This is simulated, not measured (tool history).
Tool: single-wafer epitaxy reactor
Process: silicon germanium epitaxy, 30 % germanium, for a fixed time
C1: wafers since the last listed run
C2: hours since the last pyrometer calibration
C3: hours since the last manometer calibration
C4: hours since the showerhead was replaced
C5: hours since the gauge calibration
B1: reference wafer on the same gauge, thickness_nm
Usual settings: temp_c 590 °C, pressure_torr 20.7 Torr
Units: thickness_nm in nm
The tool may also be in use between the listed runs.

{"run": 1, "hour": 0.0, "temp_c": 590, "pressure_torr": 20.7, "C1": 0, "C2": 2191.2, "C3": 922.1, "C4": 7728.5, "C5": 135.7, "B1": 55.996, "thickness_nm": 47.681}
{"run": 2, "hour": 40.0, "temp_c": 590, "pressure_torr": 20.7, "C1": 848, "C2": 2231.2, "C3": 962.1, "C4": 7768.5, "C5": 175.7, "B1": 56.013, "thickness_nm": 47.74}
{"run": 3, "hour": 56.8, "temp_c": 590, "pressure_torr": 20.7, "C1": 356, "C2": 2248.0, "C3": 978.9, "C4": 7785.3, "C5": 192.5, "B1": 56.008, "thickness_nm": 47.446}
{"run": 4, "hour": 96.7, "temp_c": 590, "pressure_torr": 18.9, "C1": 846, "C2": 2287.9, "C3": 1018.8, "C4": 7825.2, "C5": 232.4, "B1": 56.032, "thickness_nm": 44.615}
{"run": 5, "hour": 109.6, "temp_c": 590, "pressure_torr": 18.9, "C1": 273, "C2": 2300.8, "C3": 1031.7, "C4": 7838.1, "C5": 245.3, "B1": 56.031, "thickness_nm": 44.687}
{"run": 6, "hour": 121.9, "temp_c": 578, "pressure_torr": 23.8, "C1": 260, "C2": 2313.1, "C3": 1044.0, "C4": 7850.4, "C5": 257.6, "B1": 56.01, "thickness_nm": 40.361}
{"run": 7, "hour": 139.5, "temp_c": 578, "pressure_torr": 23.8, "C1": 373, "C2": 2330.7, "C3": 1061.6, "C4": 7868.0, "C5": 275.2, "B1": 56.015, "thickness_nm": 39.877}
{"hour": 147.7, "done": "pyrometer calibrated"}
{"run": 8, "hour": 153.6, "temp_c": 578, "pressure_torr": 23.8, "C1": 129, "C2": 5.9, "C3": 1075.7, "C4": 7882.1, "C5": 289.3, "B1": 55.972, "thickness_nm": 40.403}
{"run": 9, "hour": 165.1, "temp_c": 590, "pressure_torr": 20.7, "C1": 243, "C2": 17.4, "C3": 1087.2, "C4": 7893.6, "C5": 300.8, "B1": 56.019, "thickness_nm": 47.33}
{"run": 10, "hour": 178.4, "temp_c": 590, "pressure_torr": 20.7, "C1": 282, "C2": 30.7, "C3": 1100.5, "C4": 7906.9, "C5": 314.1, "B1": 55.979, "thickness_nm": 47.298}
{"run": 11, "hour": 190.1, "temp_c": 590, "pressure_torr": 20.7, "C1": 248, "C2": 42.4, "C3": 1112.2, "C4": 7918.6, "C5": 325.8, "B1": 55.973, "thickness_nm": 47.59}
{"run": 12, "hour": 207.7, "temp_c": 590, "pressure_torr": 19.0, "C1": 373, "C2": 60.0, "C3": 1129.8, "C4": 7936.2, "C5": 343.4, "B1": 55.974, "thickness_nm": 44.476}
{"hour": 224.6, "done": "showerhead replaced"}
{"run": 13, "hour": 225.0, "temp_c": 590, "pressure_torr": 19.0, "C1": 197, "C2": 77.3, "C3": 1147.1, "C4": 0.4, "C5": 360.7, "B1": 55.99, "thickness_nm": 44.671}
{"run": 14, "hour": 262.7, "temp_c": 590, "pressure_torr": 24.6, "C1": 799, "C2": 115.0, "C3": 1184.8, "C4": 38.1, "C5": 398.4, "B1": 56.013, "thickness_nm": 52.919}
{"run": 15, "hour": 270.0, "temp_c": 590, "pressure_torr": 20.7, "C1": 154, "C2": 122.3, "C3": 1192.1, "C4": 45.4, "C5": 405.7, "B1": 56.01, "thickness_nm": 47.579}
{"run": 16, "hour": 276.5, "temp_c": 590, "pressure_torr": 20.7, "C1": 137, "C2": 128.8, "C3": 1198.6, "C4": 51.9, "C5": 412.2, "B1": 55.954, "thickness_nm": 47.519}
{"run": 17, "hour": 286.2, "temp_c": 581, "pressure_torr": 16.0, "C1": 205, "C2": 138.5, "C3": 1208.3, "C4": 61.6, "C5": 421.9, "B1": 55.996, "thickness_nm": 32.183}
{"run": 18, "hour": 296.8, "temp_c": 590, "pressure_torr": 25.1, "C1": 224, "C2": 149.1, "C3": 1218.9, "C4": 72.2, "C5": 432.5, "B1": 56.051, "thickness_nm": 53.5}
{"run": 19, "hour": 309.5, "temp_c": 597, "pressure_torr": 18.9, "C1": 269, "C2": 161.8, "C3": 1231.6, "C4": 84.9, "C5": 445.2, "B1": 55.954, "thickness_nm": 51.295}
{"run": 20, "hour": 322.4, "temp_c": 590, "pressure_torr": 16.5, "C1": 273, "C2": 174.7, "C3": 1244.5, "C4": 97.8, "C5": 458.1, "B1": 55.989, "thickness_nm": 40.239}
{"hour": 328.6, "done": "gauge calibrated"}
{"hour": 343.1, "done": "capacitance manometer re-zeroed and calibrated"}
{"run": 21, "hour": 343.6, "temp_c": 586, "pressure_torr": 16.2, "C1": 280, "C2": 195.9, "C3": 0.5, "C4": 119.0, "C5": 15.0, "B1": 56.01, "thickness_nm": 37.876}
{"run": 22, "hour": 351.7, "temp_c": 597, "pressure_torr": 24.7, "C1": 171, "C2": 204.0, "C3": 8.6, "C4": 127.1, "C5": 23.1, "B1": 56.026, "thickness_nm": 65.148}
{"run": 23, "hour": 369.1, "temp_c": 595, "pressure_torr": 16.4, "C1": 369, "C2": 221.4, "C3": 26.0, "C4": 144.5, "C5": 40.5, "B1": 55.988, "thickness_nm": 46.372}
{"run": 24, "hour": 376.7, "temp_c": 602, "pressure_torr": 18.9, "C1": 161, "C2": 229.0, "C3": 33.6, "C4": 152.1, "C5": 48.1, "B1": 55.972, "thickness_nm": 59.623}
{"run": 25, "hour": 391.5, "temp_c": 582, "pressure_torr": 20.7, "C1": 313, "C2": 243.8, "C3": 48.4, "C4": 166.9, "C5": 62.9, "B1": 56.0, "thickness_nm": 41.555}
{"run": 26, "hour": 400.5, "temp_c": 586, "pressure_torr": 17.5, "C1": 190, "C2": 252.8, "C3": 57.4, "C4": 175.9, "C5": 71.9, "B1": 55.971, "thickness_nm": 40.296}
{"run": 27, "hour": 413.6, "temp_c": 576, "pressure_torr": 23.0, "C1": 277, "C2": 265.9, "C3": 70.5, "C4": 189.0, "C5": 85.0, "B1": 56.01, "thickness_nm": 39.137}
{"run": 28, "hour": 427.5, "temp_c": 595, "pressure_torr": 25.4, "C1": 294, "C2": 279.8, "C3": 84.4, "C4": 202.9, "C5": 98.9, "B1": 55.975, "thickness_nm": 62.499}
{"run": 29, "hour": 444.4, "temp_c": 599, "pressure_torr": 18.3, "C1": 358, "C2": 296.7, "C3": 101.3, "C4": 219.8, "C5": 115.8, "B1": 55.99, "thickness_nm": 54.783}
{"run": 30, "hour": 454.1, "temp_c": 603, "pressure_torr": 23.2, "C1": 205, "C2": 306.4, "C3": 111.0, "C4": 229.5, "C5": 125.5, "B1": 56.023, "thickness_nm": 69.707}
{"run": 31, "hour": 467.1, "temp_c": 601, "pressure_torr": 23.6, "C1": 275, "C2": 319.4, "C3": 124.0, "C4": 242.5, "C5": 138.5, "B1": 55.992, "thickness_nm": 67.648}
{"run": 32, "hour": 476.6, "temp_c": 601, "pressure_torr": 22.1, "C1": 201, "C2": 328.9, "C3": 133.5, "C4": 252.0, "C5": 148.0, "B1": 55.974, "thickness_nm": 65.267}
{"run": 33, "hour": 490.6, "temp_c": 597, "pressure_torr": 20.7, "C1": 296, "C2": 342.9, "C3": 147.5, "C4": 266.0, "C5": 162.0, "B1": 55.978, "thickness_nm": 56.54}
{"run": 34, "hour": 507.5, "temp_c": 590, "pressure_torr": 20.7, "C1": 358, "C2": 359.8, "C3": 164.4, "C4": 282.9, "C5": 178.9, "B1": 56.072, "thickness_nm": 48.594}

Forecast each of these 5 alternatives for the next run:
{"run": "A", "hour": 507.9, "temp_c": 590, "pressure_torr": 20.7, "C1": 8, "C2": 360.2, "C3": 164.8, "C4": 283.3, "C5": 179.3, "B1": "?", "thickness_nm": "?"}
{"run": "B", "hour": 507.9, "temp_c": 575, "pressure_torr": 22.6, "C1": 8, "C2": 360.2, "C3": 164.8, "C4": 283.3, "C5": 179.3, "B1": "?", "thickness_nm": "?"}
{"run": "C", "hour": 507.9, "temp_c": 580, "pressure_torr": 22.1, "C1": 8, "C2": 360.2, "C3": 164.8, "C4": 283.3, "C5": 179.3, "B1": "?", "thickness_nm": "?"}
{"run": "D", "hour": 507.9, "temp_c": 602, "pressure_torr": 18.2, "C1": 8, "C2": 360.2, "C3": 164.8, "C4": 283.3, "C5": 179.3, "B1": "?", "thickness_nm": "?"}
{"run": "E", "hour": 507.9, "temp_c": 603, "pressure_torr": 18.5, "C1": 8, "C2": 360.2, "C3": 164.8, "C4": 283.3, "C5": 179.3, "B1": "?", "thickness_nm": "?"}

run=A B1=55.989 thickness_nm=49.225
run=B B1=55.989 thickness_nm=37.649
run=C B1=55.989 thickness_nm=41.430
run=D B1=55.989 thickness_nm=57.754
run=E B1=55.989 thickness_nm=59.682
Without the tool's hidden state the same runs would have given:
run=A thickness_nm=49.940
run=B thickness_nm=38.196
run=C thickness_nm=42.032
run=D thickness_nm=58.593
run=E thickness_nm=60.549
